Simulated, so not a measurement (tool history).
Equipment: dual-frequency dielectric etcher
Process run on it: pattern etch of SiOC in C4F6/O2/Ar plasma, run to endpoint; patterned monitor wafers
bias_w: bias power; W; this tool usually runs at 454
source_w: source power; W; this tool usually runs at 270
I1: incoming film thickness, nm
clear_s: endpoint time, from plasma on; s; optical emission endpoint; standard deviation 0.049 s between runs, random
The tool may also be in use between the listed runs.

Run 1, day 0.000: usual settings but source_w 310 W; I1 42.66. Result: clear_s 15.9 s.
Run 2, day 2.692: usual settings but source_w 310 W; I1 42.42. Result: clear_s 15.8 s.
Run 3, day 4.804: usual settings but bias_w 426 W, source_w 230 W; I1 42.54. Result: clear_s 18.6 s.
Run 4, day 6.596: usual settings but source_w 300 W; I1 42.20. Result: clear_s 16.0 s.
Run 5, day 9.454: usual settings but source_w 320 W; I1 42.53. Result: clear_s 15.8 s.
At day 9.988: source power generator calibrated.
Run 6, day 11.188: usual settings but source_w 320 W; I1 42.55. Result: clear_s 15.9 s.
At day 12.096: bias power generator calibrated.
Run 7, day 14.042: usual settings but source_w 320 W; I1 42.66. Result: clear_s 15.6 s.
Run 8, day 16.354: usual settings; I1 42.20. Result: clear_s 16.5 s.
At day 17.808: wet clean of the chamber.
At day 18.746: upper electrode replaced.
Run 9, day 18.767: usual settings; I1 42.72. Result: clear_s 16.5 s.

The next listed run, before its measurement:
Run 10, day 18.992: usual settings but bias_w 522 W, source_w 340 W; I1 42.62. Result: clear_s ?.

Run 10 came out at clear_s 13.9 s.
With no hidden state in the tool, this same run would have given clear_s 13.7 s.
